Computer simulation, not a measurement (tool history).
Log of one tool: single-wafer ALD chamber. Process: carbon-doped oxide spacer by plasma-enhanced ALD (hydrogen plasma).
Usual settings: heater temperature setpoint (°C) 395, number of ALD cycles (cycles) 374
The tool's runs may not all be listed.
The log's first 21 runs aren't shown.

run,day,heater temperature setpoint (°C),number of ALD cycles (cycles),"read-back reference wafer on the same gauge, thickness_nm",mean film thickness on the monitor wafer (nm)
22,47.308,409,429,16.601,21.436
23,49.996,382,324,16.592,16.725
24,52.079,395,374,16.601,19.248
25,54.933,390,335,16.609,17.229
26,57.129,395,374,16.597,19.254
# day 58.842: gauge calibrated
# day 63.129: thermocouple changed; heater temperature recalibrated
27,63.783,389,374,16.600,19.257
28,66.079,390,374,16.590,19.224
29,67.146,395,374,16.611,19.270
30,69.421,395,374,16.592,19.280
31,72.333,395,424,16.603,21.856
32,73.542,402,316,16.597,16.107
33,74.562,402,316,16.597,16.221
34,75.967,390,309,16.596,15.968
35,77.958,408,374,16.599,18.736
36,80.033,395,374,16.600,19.309
37,81.296,395,333,16.607,17.249
38,83.654,400,417,16.616,21.443
39,85.383,410,374,16.596,18.649
40,88.262,395,335,16.589,17.286
41,91.700,401,439,16.601,22.467

Forecast each of these 3 alternatives for the next run:
A,91.742,395,305,?,?
B,91.742,405,421,?,?
C,91.742,400,407,?,?

run,"read-back reference wafer on the same gauge, thickness_nm",mean film thickness on the monitor wafer (nm)
A,16.591,15.652
B,16.591,21.190
C,16.591,20.843
Without the tool's hidden state the same runs would have given:
run,mean film thickness on the monitor wafer (nm)
A,15.652
B,21.190
C,20.843
